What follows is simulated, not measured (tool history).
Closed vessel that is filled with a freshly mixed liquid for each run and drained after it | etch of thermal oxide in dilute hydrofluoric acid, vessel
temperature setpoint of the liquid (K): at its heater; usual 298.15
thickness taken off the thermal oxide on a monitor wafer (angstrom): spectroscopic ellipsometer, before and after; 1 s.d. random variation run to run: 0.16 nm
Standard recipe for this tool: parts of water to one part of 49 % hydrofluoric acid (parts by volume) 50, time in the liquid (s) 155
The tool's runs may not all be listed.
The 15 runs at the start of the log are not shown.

run	hour	temperature setpoint of the liquid (K)	parts of water to one part of 49 % hydrofluoric acid (parts by volume)	time in the liquid (s)	wafers since the last listed run	hours since the thermometer was replaced	hours since the hydrofluoric acid flow meter was replaced	hours since the gauge calibration	read-back film thickness of the thermal oxide reference wafer, read on the same gauge (nm)	thickness taken off the thermal oxide on a monitor wafer (angstrom)
16	858.1	298.15	30	155	4986	430.1	435.9	321.3	129.98	353.1
17	919.8	301.15	60	155	4420	491.8	497.6	383.0	129.98	190.7
# hour 934.6: hydrofluoric acid flow meter replaced
18	957.6	298.15	50	155	2636	529.6	23.0	420.8	129.99	190.7
19	988.8	298.15	50	155	2235	560.8	54.2	452.0	129.99	191.8
20	1044.2	295.65	60	95	3968	616.2	109.6	507.4	130.00	89.7
21	1094.5	298.15	50	190	3603	666.5	159.9	557.7	129.96	242.3
22	1133.7	302.15	35	195	2808	705.7	199.1	596.9	130.02	424.0
23	1198.8	298.15	50	155	4663	770.8	264.2	662.0	130.01	202.9
24	1267.2	298.15	25	190	4900	839.2	332.6	730.4	129.97	523.1
25	1308.7	301.15	60	65	2973	880.7	374.1	771.9	129.97	81.7
26	1356.1	298.15	50	155	3395	928.1	421.5	819.3	129.98	210.2
27	1410.8	300.65	65	225	3918	982.8	476.2	874.0	129.98	259.6

Forecast run 28:
28	1436.7	299.65	40	155	1855	1008.7	502.1	899.9	?	?

{"run 28": {"read-back film thickness of the thermal oxide reference wafer, read on the same gauge (nm)": 130.01, "thickness taken off the thermal oxide on a monitor wafer (angstrom)": 293.3}}
Were there no unlogged condition in the tool, this run, its random variation unchanged, would have produced thickness taken off the thermal oxide on a monitor wafer (angstrom) 246.8.
